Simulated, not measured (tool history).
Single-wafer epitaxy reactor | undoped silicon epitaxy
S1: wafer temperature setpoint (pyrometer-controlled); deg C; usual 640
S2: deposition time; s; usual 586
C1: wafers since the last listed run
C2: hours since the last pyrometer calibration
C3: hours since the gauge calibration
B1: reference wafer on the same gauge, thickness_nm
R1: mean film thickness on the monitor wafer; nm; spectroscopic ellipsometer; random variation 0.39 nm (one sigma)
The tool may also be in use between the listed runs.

{"run": 1, "hour": 0.0, "S1": 640, "S2": 586, "C1": 0, "C2": 1160.6, "C3": 1263.3, "B1": 83.924, "R1": 83.974}
{"run": 2, "hour": 69.0, "S1": 640, "S2": 586, "C1": 245, "C2": 1229.6, "C3": 1332.3, "B1": 83.95, "R1": 84.35}
{"run": 3, "hour": 98.5, "S1": 640, "S2": 586, "C1": 105, "C2": 1259.1, "C3": 1361.8, "B1": 83.952, "R1": 83.671}
{"run": 4, "hour": 153.8, "S1": 640, "S2": 586, "C1": 197, "C2": 1314.4, "C3": 1417.1, "B1": 83.993, "R1": 84.04}
{"run": 5, "hour": 210.9, "S1": 640, "S2": 586, "C1": 203, "C2": 1371.5, "C3": 1474.2, "B1": 83.874, "R1": 85.125}
{"run": 6, "hour": 270.3, "S1": 640, "S2": 586, "C1": 211, "C2": 1430.9, "C3": 1533.6, "B1": 83.987, "R1": 85.499}
{"run": 7, "hour": 302.1, "S1": 640, "S2": 561, "C1": 113, "C2": 1462.7, "C3": 1565.4, "B1": 83.883, "R1": 81.38}
{"run": 8, "hour": 338.5, "S1": 640, "S2": 586, "C1": 129, "C2": 1499.1, "C3": 1601.8, "B1": 83.884, "R1": 84.898}
{"run": 9, "hour": 363.3, "S1": 640, "S2": 586, "C1": 88, "C2": 1523.9, "C3": 1626.6, "B1": 83.906, "R1": 85.043}
{"run": 10, "hour": 421.1, "S1": 640, "S2": 496, "C1": 206, "C2": 1581.7, "C3": 1684.4, "B1": 83.923, "R1": 71.689}
{"run": 11, "hour": 469.2, "S1": 640, "S2": 496, "C1": 171, "C2": 1629.8, "C3": 1732.5, "B1": 84.068, "R1": 71.675}
{"run": 12, "hour": 530.5, "S1": 640, "S2": 496, "C1": 218, "C2": 1691.1, "C3": 1793.8, "B1": 83.87, "R1": 72.246}
{"run": 13, "hour": 592.9, "S1": 640, "S2": 586, "C1": 222, "C2": 1753.5, "C3": 1856.2, "B1": 83.911, "R1": 84.735}
{"run": 14, "hour": 751.1, "S1": 640, "S2": 586, "C1": 563, "C2": 1911.7, "C3": 2014.4, "B1": 83.989, "R1": 85.486}
{"run": 15, "hour": 784.0, "S1": 640, "S2": 586, "C1": 117, "C2": 1944.6, "C3": 2047.3, "B1": 83.865, "R1": 85.33}
{"run": 16, "hour": 827.5, "S1": 640, "S2": 586, "C1": 155, "C2": 1988.1, "C3": 2090.8, "B1": 83.834, "R1": 85.872}
{"run": 17, "hour": 861.4, "S1": 640, "S2": 586, "C1": 120, "C2": 2022, "C3": 2124.7, "B1": 83.858, "R1": 84.938}
{"run": 18, "hour": 897.6, "S1": 640, "S2": 586, "C1": 129, "C2": 2058.2, "C3": 2160.9, "B1": 83.892, "R1": 85.016}
{"run": 19, "hour": 926.9, "S1": 640, "S2": 586, "C1": 104, "C2": 2087.5, "C3": 2190.2, "B1": 83.858, "R1": 85.029}
{"run": 20, "hour": 995.7, "S1": 646, "S2": 586, "C1": 245, "C2": 2156.3, "C3": 2259, "B1": 83.958, "R1": 98.92}
{"run": 21, "hour": 1056.3, "S1": 640, "S2": 586, "C1": 215, "C2": 2216.9, "C3": 2319.6, "B1": 83.936, "R1": 85.176}
{"hour": 1087.2, "done": "gauge calibrated"}
{"run": 22, "hour": 1109.2, "S1": 640, "S2": 500, "C1": 188, "C2": 2269.8, "C3": 22, "B1": 83.817, "R1": 73.469}
{"run": 23, "hour": 1146.7, "S1": 640, "S2": 500, "C1": 133, "C2": 2307.3, "C3": 59.5, "B1": 83.824, "R1": 73.191}
{"run": 24, "hour": 1202.2, "S1": 630, "S2": 510, "C1": 197, "C2": 2362.8, "C3": 115, "B1": 83.91, "R1": 59.943}
{"run": 25, "hour": 1239.6, "S1": 640, "S2": 586, "C1": 133, "C2": 2400.2, "C3": 152.4, "B1": 83.933, "R1": 85.74}
{"run": 26, "hour": 1308.5, "S1": 640, "S2": 498, "C1": 245, "C2": 2469.1, "C3": 221.3, "B1": 83.891, "R1": 73.29}
{"run": 27, "hour": 1333.2, "S1": 632, "S2": 526, "C1": 88, "C2": 2493.8, "C3": 246, "B1": 83.901, "R1": 63.964}
{"run": 28, "hour": 1386.2, "S1": 640, "S2": 586, "C1": 188, "C2": 2546.8, "C3": 299, "B1": 83.914, "R1": 86.21}
{"run": 29, "hour": 1441.2, "S1": 649, "S2": 698, "C1": 196, "C2": 2601.8, "C3": 354, "B1": 83.858, "R1": 124.62}
{"run": 30, "hour": 1473.0, "S1": 640, "S2": 586, "C1": 113, "C2": 2633.6, "C3": 385.8, "B1": 84.068, "R1": 86.067}
{"run": 31, "hour": 1535.8, "S1": 640, "S2": 586, "C1": 223, "C2": 2696.4, "C3": 448.6, "B1": 83.918, "R1": 85.207}
{"run": 32, "hour": 1572.8, "S1": 645, "S2": 509, "C1": 131, "C2": 2733.4, "C3": 485.6, "B1": 83.874, "R1": 83.205}
{"hour": 1601.0, "done": "pyrometer calibrated"}
{"run": 33, "hour": 1616.8, "S1": 653, "S2": 586, "C1": 128, "C2": 15.8, "C3": 529.6, "B1": 83.995, "R1": 106.937}
{"run": 34, "hour": 1686.0, "S1": 640, "S2": 586, "C1": 246, "C2": 85, "C3": 598.8, "B1": 83.903, "R1": 80.572}
{"run": 35, "hour": 1741.9, "S1": 649, "S2": 515, "C1": 199, "C2": 140.9, "C3": 654.7, "B1": 83.918, "R1": 86.97}
{"run": 36, "hour": 1780.2, "S1": 635, "S2": 503, "C1": 136, "C2": 179.2, "C3": 693, "B1": 83.889, "R1": 62.236}
{"run": 37, "hour": 1835.3, "S1": 634, "S2": 586, "C1": 196, "C2": 234.3, "C3": 748.1, "B1": 83.774, "R1": 70.222}
{"run": 38, "hour": 1879.8, "S1": 636, "S2": 548, "C1": 158, "C2": 278.8, "C3": 792.6, "B1": 83.818, "R1": 69.925}
{"run": 39, "hour": 1938.4, "S1": 640, "S2": 586, "C1": 208, "C2": 337.4, "C3": 851.2, "B1": 83.876, "R1": 82.188}
{"run": 40, "hour": 1962.8, "S1": 640, "S2": 586, "C1": 86, "C2": 361.8, "C3": 875.6, "B1": 83.825, "R1": 82.329}
{"run": 41, "hour": 1989.5, "S1": 649, "S2": 494, "C1": 95, "C2": 388.5, "C3": 902.3, "B1": 83.93, "R1": 85.024}
{"run": 42, "hour": 2031.2, "S1": 640, "S2": 549, "C1": 148, "C2": 430.2, "C3": 944, "B1": 83.847, "R1": 77.292}
{"run": 43, "hour": 2076.0, "S1": 626, "S2": 683, "C1": 159, "C2": 475, "C3": 988.8, "B1": 83.931, "R1": 70.014}
{"run": 44, "hour": 2135.1, "S1": 640, "S2": 586, "C1": 210, "C2": 534.1, "C3": 1047.9, "B1": 83.873, "R1": 82.472}
{"run": 45, "hour": 2204.0, "S1": 640, "S2": 586, "C1": 245, "C2": 603, "C3": 1116.8, "B1": 83.966, "R1": 82.681}
{"run": 46, "hour": 2273.9, "S1": 647, "S2": 484, "C1": 249, "C2": 672.9, "C3": 1186.7, "B1": 83.821, "R1": 80.697}

What the log doesn't show, run by run:
gauge reads high (%): 0 in every run
H1: wafer temperature above the value expected at the setpoint (K)
run=1 H1=2.75
run=2 H1=2.83
run=3 H1=2.86
run=4 H1=2.92
run=5 H1=2.97
run=6 H1=3.02
run=7 H1=3.05
run=8 H1=3.08
run=9 H1=3.1
run=10 H1=3.15
run=11 H1=3.18
run=12 H1=3.22
run=13 H1=3.26
run=14 H1=3.35
run=15 H1=3.37
run=16 H1=3.39
run=17 H1=3.4
run=18 H1=3.42
run=19 H1=3.43
run=20 H1=3.46
run=21 H1=3.48
run=22 H1=3.5
run=23 H1=3.51
run=24 H1=3.53
run=25 H1=3.54
run=26 H1=3.56
run=27 H1=3.57
run=28 H1=3.59
run=29 H1=3.6
run=30 H1=3.61
run=31 H1=3.62
run=32 H1=3.63
run=33 H1=0.467
run=34 H1=0.739
run=35 H1=0.944
run=36 H1=1.08
run=37 H1=1.26
run=38 H1=1.4
run=39 H1=1.57
run=40 H1=1.64
run=41 H1=1.72
run=42 H1=1.83
run=43 H1=1.94
run=44 H1=2.08
run=45 H1=2.24
run=46 H1=2.38

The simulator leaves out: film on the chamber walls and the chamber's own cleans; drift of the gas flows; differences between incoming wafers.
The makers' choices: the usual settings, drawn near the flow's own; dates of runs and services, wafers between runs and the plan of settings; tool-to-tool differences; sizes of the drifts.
